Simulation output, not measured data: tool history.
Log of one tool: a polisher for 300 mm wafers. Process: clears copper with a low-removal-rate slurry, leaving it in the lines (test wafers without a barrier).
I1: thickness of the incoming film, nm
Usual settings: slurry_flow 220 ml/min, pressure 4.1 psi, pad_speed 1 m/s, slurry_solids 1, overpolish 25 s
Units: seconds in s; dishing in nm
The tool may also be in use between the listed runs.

{"run": 1, "day": 0.0, "slurry_flow": 220, "pressure": 4.1, "pad_speed": 1, "slurry_solids": 1, "overpolish": 25, "I1": 528.7, "seconds": 128.5, "dishing": 40.8}
{"day": 1.992, "done": "worn pad replaced by a new one"}
{"run": 2, "day": 3.862, "slurry_flow": 220, "pressure": 4.1, "pad_speed": 1, "slurry_solids": 1, "overpolish": 25, "I1": 532, "seconds": 132.9, "dishing": 38.8}
{"run": 3, "day": 5.538, "slurry_flow": 220, "pressure": 4.1, "pad_speed": 1, "slurry_solids": 1, "overpolish": 25, "I1": 526.8, "seconds": 133.3, "dishing": 40.7}
{"run": 4, "day": 7.246, "slurry_flow": 220, "pressure": 4.1, "pad_speed": 1, "slurry_solids": 1, "overpolish": 25, "I1": 531.4, "seconds": 136.4, "dishing": 38.8}
{"day": 10.425, "done": "worn pad replaced by a new one"}
{"run": 5, "day": 10.979, "slurry_flow": 220, "pressure": 4.1, "pad_speed": 1, "slurry_solids": 1, "overpolish": 25, "I1": 521.8, "seconds": 137, "dishing": 38.2}
{"day": 12.508, "done": "head pressure recalibrated"}
{"day": 13.088, "done": "slurry blender recalibrated"}
{"run": 6, "day": 14.746, "slurry_flow": 220, "pressure": 4.1, "pad_speed": 1, "slurry_solids": 1, "overpolish": 25, "I1": 525.2, "seconds": 124.2, "dishing": 41}
{"run": 7, "day": 16.738, "slurry_flow": 220, "pressure": 4.1, "pad_speed": 1, "slurry_solids": 1, "overpolish": 25, "I1": 528.5, "seconds": 129.1, "dishing": 40.3}
{"day": 18.538, "done": "slurry nozzle cleaned"}
{"run": 8, "day": 18.938, "slurry_flow": 220, "pressure": 4.1, "pad_speed": 1, "slurry_solids": 1, "overpolish": 36, "I1": 529.5, "seconds": 130.9, "dishing": 46.7}
{"day": 19.396, "done": "worn pad replaced by a new one"}
{"run": 9, "day": 22.162, "slurry_flow": 220, "pressure": 4.1, "pad_speed": 1, "slurry_solids": 1, "overpolish": 25, "I1": 534.2, "seconds": 132.3, "dishing": 38.9}
{"run": 10, "day": 23.696, "slurry_flow": 220, "pressure": 4.1, "pad_speed": 1, "slurry_solids": 0.9, "overpolish": 17, "I1": 541, "seconds": 142.2, "dishing": 31.5}
{"run": 11, "day": 26.438, "slurry_flow": 220, "pressure": 4.1, "pad_speed": 1.1, "slurry_solids": 1, "overpolish": 25, "I1": 520, "seconds": 122.7, "dishing": 40.4}
{"day": 27.05, "done": "worn pad replaced by a new one"}
{"run": 12, "day": 30.067, "slurry_flow": 220, "pressure": 2.9, "pad_speed": 1, "slurry_solids": 1, "overpolish": 30, "I1": 528.9, "seconds": 186, "dishing": 35.9}
{"day": 31.092, "done": "slurry blender recalibrated"}
{"run": 13, "day": 33.092, "slurry_flow": 260, "pressure": 3.4, "pad_speed": 1, "slurry_solids": 1, "overpolish": 35, "I1": 533.8, "seconds": 155.3, "dishing": 42.2}
{"day": 34.558, "done": "worn pad replaced by a new one"}
{"day": 35.867, "done": "head pressure recalibrated"}
{"run": 14, "day": 36.438, "slurry_flow": 220, "pressure": 3.4, "pad_speed": 0.76, "slurry_solids": 1, "overpolish": 25, "I1": 518.2, "seconds": 187.7, "dishing": 31.8}
{"run": 15, "day": 39.842, "slurry_flow": 220, "pressure": 4.1, "pad_speed": 1, "slurry_solids": 1, "overpolish": 25, "I1": 529.1, "seconds": 129.5, "dishing": 40.5}

Forecast each of these 4 alternatives for the next run:
{"run": "A", "day": 39.862, "slurry_flow": 220, "pressure": 4.1, "pad_speed": 1, "slurry_solids": 1, "overpolish": 25, "I1": 527.3, "seconds": "?", "dishing": "?"}
{"run": "B", "day": 39.862, "slurry_flow": 200, "pressure": 4.1, "pad_speed": 1, "slurry_solids": 1.2, "overpolish": 25, "I1": 527.3, "seconds": "?", "dishing": "?"}
{"run": "C", "day": 39.862, "slurry_flow": 260, "pressure": 4.1, "pad_speed": 1, "slurry_solids": 1.3, "overpolish": 25, "I1": 527.3, "seconds": "?", "dishing": "?"}
{"run": "D", "day": 39.862, "slurry_flow": 290, "pressure": 3.1, "pad_speed": 1, "slurry_solids": 1, "overpolish": 25, "I1": 527.3, "seconds": "?", "dishing": "?"}

run=A seconds=130.2 dishing=40
run=B seconds=125.2 dishing=40.7
run=C seconds=118.3 dishing=41.7
run=D seconds=157.9 dishing=35.6
Without the tool's hidden state the same runs would have given:
run=A seconds=124.3 dishing=40.9
run=B seconds=119.4 dishing=41.6
run=C seconds=112.8 dishing=42.6
run=D seconds=150.7 dishing=36.6
